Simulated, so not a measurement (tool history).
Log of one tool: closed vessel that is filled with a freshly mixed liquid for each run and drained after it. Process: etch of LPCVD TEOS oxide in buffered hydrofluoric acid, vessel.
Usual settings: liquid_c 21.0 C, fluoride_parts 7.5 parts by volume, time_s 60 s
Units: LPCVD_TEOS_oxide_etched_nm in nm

| run | hour | liquid_c | fluoride_parts | time_s | wafers since the last listed run | hours since the thermometer was replaced | hours since the hydrofluoric acid flow meter was replaced | hours since the gauge calibration | read-back film thickness of the LPCVD TEOS oxide reference wafer, read on the same gauge (nm) | LPCVD_TEOS_oxide_etched_nm |
|---|---|---|---|---|---|---|---|---|---|---|
| 1 | 0.0 | 19.5 | 7.5 | 45 | 0 | 1265.3 | 5.8 | 1051.8 | 140.01 | 104.92 |
| 2 | 94.5 | 21.0 | 7.5 | 60 | 9244 | 1359.8 | 100.3 | 1146.3 | 140.00 | 151.51 |
|  | 144.7 | gauge calibrated |
| 3 | 185.0 | 21.0 | 7.5 | 60 | 8853 | 1450.3 | 190.8 | 40.3 | 140.01 | 151.24 |
| 4 | 289.2 | 21.0 | 7.5 | 60 | 10193 | 1554.5 | 295.0 | 144.5 | 140.01 | 151.06 |
| 5 | 341.0 | 21.0 | 7.5 | 60 | 5067 | 1606.3 | 346.8 | 196.3 | 140.00 | 152.01 |
| 6 | 423.0 | 21.0 | 7.5 | 60 | 8021 | 1688.3 | 428.8 | 278.3 | 139.99 | 150.95 |
| 7 | 523.4 | 24.0 | 7.5 | 60 | 9821 | 1788.7 | 529.2 | 378.7 | 140.00 | 177.95 |
| 8 | 570.4 | 24.0 | 7.5 | 60 | 4597 | 1835.7 | 576.2 | 425.7 | 139.99 | 178.86 |
| 9 | 658.4 | 24.0 | 7.5 | 60 | 8608 | 1923.7 | 664.2 | 513.7 | 140.02 | 179.30 |
| 10 | 702.8 | 21.0 | 7.5 | 60 | 4343 | 1968.1 | 708.6 | 558.1 | 140.01 | 151.74 |
| 11 | 799.9 | 21.0 | 7.5 | 60 | 9498 | 2065.2 | 805.7 | 655.2 | 139.98 | 151.89 |
| 12 | 893.4 | 21.0 | 7.5 | 60 | 9146 | 2158.7 | 899.2 | 748.7 | 140.03 | 152.12 |
| 13 | 947.5 | 21.0 | 7.5 | 60 | 5292 | 2212.8 | 953.3 | 802.8 | 140.00 | 152.01 |
| 14 | 1027.5 | 21.0 | 7.5 | 60 | 7826 | 2292.8 | 1033.3 | 882.8 | 140.02 | 152.13 |
| 15 | 1085.3 | 21.0 | 7.5 | 60 | 5654 | 2350.6 | 1091.1 | 940.6 | 140.01 | 151.56 |
| 16 | 1145.5 | 23.0 | 7.5 | 60 | 5889 | 2410.8 | 1151.3 | 1000.8 | 139.99 | 169.16 |
|  | 1178.4 | thermometer replaced |
| 17 | 1246.5 | 21.0 | 7.5 | 60 | 9782 | 68.1 | 1252.3 | 1101.8 | 140.01 | 156.68 |
| 18 | 1294.8 | 17.0 | 7.5 | 60 | 4724 | 116.4 | 1300.6 | 1150.1 | 140.00 | 124.05 |
| 19 | 1331.5 | 18.5 | 6.0 | 30 | 3590 | 153.1 | 1337.3 | 1186.8 | 140.00 | 83.14 |
| 20 | 1379.6 | 21.0 | 7.5 | 45 | 4705 | 201.2 | 1385.4 | 1234.9 | 140.01 | 116.31 |
|  | 1408.9 | gauge calibrated |
| 21 | 1459.8 | 21.0 | 10.5 | 75 | 7845 | 281.4 | 1465.6 | 50.9 | 140.01 | 143.29 |
| 22 | 1502.1 | 21.0 | 7.5 | 60 | 4138 | 323.7 | 1507.9 | 93.2 | 139.98 | 156.17 |
| 23 | 1603.4 | 21.0 | 7.5 | 60 | 9909 | 425.0 | 1609.2 | 194.5 | 139.99 | 156.92 |
| 24 | 1774.8 | 24.5 | 8.5 | 30 | 16767 | 596.4 | 1780.6 | 365.9 | 140.00 | 82.50 |
| 25 | 1833.4 | 17.0 | 9.0 | 60 | 5732 | 655.0 | 1839.2 | 424.5 | 140.00 | 102.45 |
|  | 1863.3 | hydrofluoric acid flow meter replaced |
| 26 | 1877.0 | 21.0 | 5.5 | 30 | 4167 | 698.6 | 13.7 | 468.1 | 139.99 | 100.43 |
| 27 | 1971.0 | 21.0 | 5.0 | 70 | 9195 | 792.6 | 107.7 | 562.1 | 139.98 | 255.15 |
| 28 | 2061.4 | 21.0 | 7.5 | 60 | 8843 | 883.0 | 198.1 | 652.5 | 140.00 | 152.44 |
| 29 | 2124.0 | 21.0 | 7.5 | 85 | 6123 | 945.6 | 260.7 | 715.1 | 139.97 | 215.77 |
| 30 | 2212.9 | 19.0 | 10.5 | 85 | 8696 | 1034.5 | 349.6 | 804.0 | 139.97 | 141.50 |
| 31 | 2268.4 | 21.0 | 7.5 | 60 | 5429 | 1090.0 | 405.1 | 859.5 | 140.01 | 152.35 |
| 32 | 2305.8 | 18.0 | 5.0 | 30 | 3658 | 1127.4 | 442.5 | 896.9 | 140.00 | 92.44 |
| 33 | 2347.4 | 21.0 | 7.5 | 60 | 4069 | 1169.0 | 484.1 | 938.5 | 139.96 | 152.42 |

Some steps in LPCVD_TEOS_oxide_etched_nm between neighbouring runs. How much of each would the tool show without its hidden state too (settings, what came in, random variation), and how much is left for the hidden state, with any gauge scatter that isn't in both results?
The hidden state here: liquid colder than its thermometer reads (K); hydrofluoric acid flow above the setpoint (%); gauge reads high (%).
Run 16 -> 17: liquid_c 23.0 -> 21.0, thermometer replaced. LPCVD_TEOS_oxide_etched_nm -12.48 nm: hidden state +4.34, all else -16.82.
Run 23 -> 24: liquid_c 21.0 -> 24.5, fluoride_parts 7.5 -> 8.5, time_s 60 -> 30. LPCVD_TEOS_oxide_etched_nm -74.42 nm: hidden state -1.57, all else -72.85.
Run 25 -> 26: liquid_c 17.0 -> 21.0, fluoride_parts 9.0 -> 5.5, time_s 60 -> 30, hydrofluoric acid flow meter replaced. LPCVD_TEOS_oxide_etched_nm -2.02 nm: hidden state -2.99, all else +0.97.
Run 26 -> 27: fluoride_parts 5.5 -> 5.0, time_s 30 -> 70. LPCVD_TEOS_oxide_etched_nm +154.72 nm: hidden state -1.10, all else +155.82.
Run 27 -> 28: fluoride_parts 5.0 -> 7.5, time_s 70 -> 60. LPCVD_TEOS_oxide_etched_nm -102.71 nm: hidden state +0.90, all else -103.61.
